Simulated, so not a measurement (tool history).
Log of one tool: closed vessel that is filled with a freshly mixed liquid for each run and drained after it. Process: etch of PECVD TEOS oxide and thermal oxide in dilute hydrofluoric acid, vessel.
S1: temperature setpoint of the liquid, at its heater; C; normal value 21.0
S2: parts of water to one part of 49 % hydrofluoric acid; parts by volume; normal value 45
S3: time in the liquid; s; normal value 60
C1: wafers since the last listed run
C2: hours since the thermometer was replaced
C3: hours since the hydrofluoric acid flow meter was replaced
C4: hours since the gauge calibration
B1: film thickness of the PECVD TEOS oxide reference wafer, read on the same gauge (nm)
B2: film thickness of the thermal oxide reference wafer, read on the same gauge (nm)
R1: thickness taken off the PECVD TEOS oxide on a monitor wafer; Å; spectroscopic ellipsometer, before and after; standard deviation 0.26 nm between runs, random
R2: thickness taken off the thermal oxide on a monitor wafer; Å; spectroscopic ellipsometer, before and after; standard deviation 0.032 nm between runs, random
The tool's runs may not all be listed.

{"run": 1, "hour": 0.0, "S1": 22.5, "S2": 45, "S3": 60, "C1": 0, "C2": 970.9, "C3": 1942.2, "C4": 610.7, "B1": 139.95, "B2": 49.98, "R1": 251.9, "R2": 54.4}
{"run": 2, "hour": 51.8, "S1": 18.0, "S2": 45, "S3": 75, "C1": 6670, "C2": 1022.7, "C3": 1994.0, "C4": 662.5, "B1": 139.96, "B2": 49.98, "R1": 256.6, "R2": 56.3}
{"run": 3, "hour": 110.7, "S1": 18.0, "S2": 45, "S3": 75, "C1": 7584, "C2": 1081.6, "C3": 2052.9, "C4": 721.4, "B1": 140.04, "B2": 49.99, "R1": 253.5, "R2": 55.9}
{"run": 4, "hour": 154.7, "S1": 21.0, "S2": 50, "S3": 60, "C1": 5665, "C2": 1125.6, "C3": 2096.9, "C4": 765.4, "B1": 139.93, "B2": 50.06, "R1": 201.8, "R2": 45.6}
{"run": 5, "hour": 185.7, "S1": 21.0, "S2": 45, "S3": 35, "C1": 3991, "C2": 1156.6, "C3": 2127.9, "C4": 796.4, "B1": 139.93, "B2": 49.98, "R1": 133.5, "R2": 29.6}
{"run": 6, "hour": 243.4, "S1": 21.0, "S2": 45, "S3": 60, "C1": 7430, "C2": 1214.3, "C3": 2185.6, "C4": 854.1, "B1": 140.0, "B2": 49.99, "R1": 225.3, "R2": 50.7}
{"run": 7, "hour": 295.2, "S1": 21.0, "S2": 45, "S3": 60, "C1": 6670, "C2": 1266.1, "C3": 2237.4, "C4": 905.9, "B1": 139.98, "B2": 50.0, "R1": 228.1, "R2": 50.0}
{"run": 8, "hour": 342.9, "S1": 21.0, "S2": 55, "S3": 60, "C1": 6142, "C2": 1313.8, "C3": 2285.1, "C4": 953.6, "B1": 140.02, "B2": 50.05, "R1": 184.3, "R2": 40.9}
{"run": 9, "hour": 404.8, "S1": 21.0, "S2": 50, "S3": 70, "C1": 7970, "C2": 1375.7, "C3": 2347.0, "C4": 1015.5, "B1": 140.02, "B2": 49.98, "R1": 233.4, "R2": 52.5}
{"run": 10, "hour": 442.5, "S1": 21.0, "S2": 50, "S3": 70, "C1": 4854, "C2": 1413.4, "C3": 2384.7, "C4": 1053.2, "B1": 139.94, "B2": 49.97, "R1": 236.0, "R2": 52.6}
{"hour": 485.9, "done": "hydrofluoric acid flow meter replaced"}
{"run": 11, "hour": 491.8, "S1": 21.0, "S2": 50, "S3": 70, "C1": 6219, "C2": 1462.7, "C3": 5.9, "C4": 1102.5, "B1": 140.05, "B2": 49.99, "R1": 273.7, "R2": 60.3}
{"hour": 526.4, "done": "thermometer replaced"}
{"run": 12, "hour": 561.8, "S1": 19.0, "S2": 35, "S3": 60, "C1": 8885, "C2": 35.4, "C3": 75.9, "C4": 1172.5, "B1": 140.01, "B2": 49.97, "R1": 310.0, "R2": 69.0}
{"run": 13, "hour": 623.6, "S1": 19.0, "S2": 35, "S3": 60, "C1": 7958, "C2": 97.2, "C3": 137.7, "C4": 1234.3, "B1": 140.01, "B2": 49.97, "R1": 309.2, "R2": 69.0}
{"run": 14, "hour": 654.9, "S1": 21.0, "S2": 55, "S3": 70, "C1": 4030, "C2": 128.5, "C3": 169.0, "C4": 1265.6, "B1": 140.0, "B2": 49.99, "R1": 243.9, "R2": 54.0}
{"run": 15, "hour": 719.3, "S1": 18.0, "S2": 45, "S3": 75, "C1": 8292, "C2": 192.9, "C3": 233.4, "C4": 1330.0, "B1": 139.96, "B2": 49.95, "R1": 281.9, "R2": 63.2}
{"run": 16, "hour": 760.4, "S1": 24.5, "S2": 30, "S3": 85, "C1": 5292, "C2": 234.0, "C3": 274.5, "C4": 1371.1, "B1": 139.93, "B2": 49.99, "R1": 653.6, "R2": 143.8}
{"run": 17, "hour": 827.6, "S1": 23.5, "S2": 45, "S3": 30, "C1": 8653, "C2": 301.2, "C3": 341.7, "C4": 1438.3, "B1": 140.03, "B2": 50.0, "R1": 143.9, "R2": 31.4}
{"run": 18, "hour": 880.2, "S1": 21.0, "S2": 45, "S3": 60, "C1": 6773, "C2": 353.8, "C3": 394.3, "C4": 1490.9, "B1": 140.0, "B2": 50.03, "R1": 254.2, "R2": 57.0}
{"hour": 918.0, "done": "gauge calibrated"}
{"run": 19, "hour": 950.5, "S1": 18.0, "S2": 55, "S3": 30, "C1": 9052, "C2": 424.1, "C3": 464.6, "C4": 32.5, "B1": 140.03, "B2": 49.96, "R1": 90.3, "R2": 20.0}
{"run": 20, "hour": 990.7, "S1": 21.0, "S2": 30, "S3": 60, "C1": 5176, "C2": 464.3, "C3": 504.8, "C4": 72.7, "B1": 140.0, "B2": 49.98, "R1": 392.3, "R2": 86.0}
{"run": 21, "hour": 1059.7, "S1": 21.0, "S2": 50, "S3": 70, "C1": 8885, "C2": 533.3, "C3": 573.8, "C4": 141.7, "B1": 139.98, "B2": 49.97, "R1": 263.7, "R2": 58.5}
{"run": 22, "hour": 1129.5, "S1": 18.5, "S2": 50, "S3": 30, "C1": 8988, "C2": 603.1, "C3": 643.6, "C4": 211.5, "B1": 140.01, "B2": 49.99, "R1": 102.9, "R2": 22.6}
{"run": 23, "hour": 1193.5, "S1": 21.0, "S2": 55, "S3": 50, "C1": 8241, "C2": 667.1, "C3": 707.6, "C4": 275.5, "B1": 140.0, "B2": 50.0, "R1": 170.8, "R2": 37.5}
{"run": 24, "hour": 1244.8, "S1": 17.0, "S2": 40, "S3": 40, "C1": 6605, "C2": 718.4, "C3": 758.9, "C4": 326.8, "B1": 140.01, "B2": 49.96, "R1": 159.6, "R2": 35.3}
{"run": 25, "hour": 1307.0, "S1": 25.0, "S2": 30, "S3": 60, "C1": 8009, "C2": 780.6, "C3": 821.1, "C4": 389.0, "B1": 140.01, "B2": 49.99, "R1": 455.7, "R2": 99.8}
{"run": 26, "hour": 1347.0, "S1": 17.0, "S2": 60, "S3": 90, "C1": 5150, "C2": 820.6, "C3": 861.1, "C4": 429.0, "B1": 140.03, "B2": 50.01, "R1": 232.2, "R2": 51.4}

Here are 4 independent what-if runs from the current tool condition. What would each one return?
{"run": "A", "hour": 1347.7, "S1": 18.5, "S2": 45, "S3": 60, "C1": 90, "C2": 821.3, "C3": 861.8, "C4": 429.7, "B1": "?", "B2": "?", "R1": "?", "R2": "?"}
{"run": "B", "hour": 1347.7, "S1": 17.5, "S2": 60, "S3": 95, "C1": 90, "C2": 821.3, "C3": 861.8, "C4": 429.7, "B1": "?", "B2": "?", "R1": "?", "R2": "?"}
{"run": "C", "hour": 1347.7, "S1": 22.5, "S2": 65, "S3": 85, "C1": 90, "C2": 821.3, "C3": 861.8, "C4": 429.7, "B1": "?", "B2": "?", "R1": "?", "R2": "?"}
{"run": "D", "hour": 1347.7, "S1": 24.5, "S2": 35, "S3": 75, "C1": 90, "C2": 821.3, "C3": 861.8, "C4": 429.7, "B1": "?", "B2": "?", "R1": "?", "R2": "?"}

run=A B1=140.02 B2=49.98 R1=225.5 R2=50.1
run=B B1=140.02 B2=49.98 R1=251.9 R2=55.9
run=C B1=140.02 B2=49.98 R1=255.1 R2=56.6
run=D B1=140.02 B2=49.98 R1=473.1 R2=105.0
With the hidden condition removed and each run's random variation left untouched, the same runs would have given:
run=A R1=236.8 R2=52.6
run=B R1=264.7 R2=58.8
run=C R1=268.3 R2=59.6
run=D R1=496.7 R2=110.3
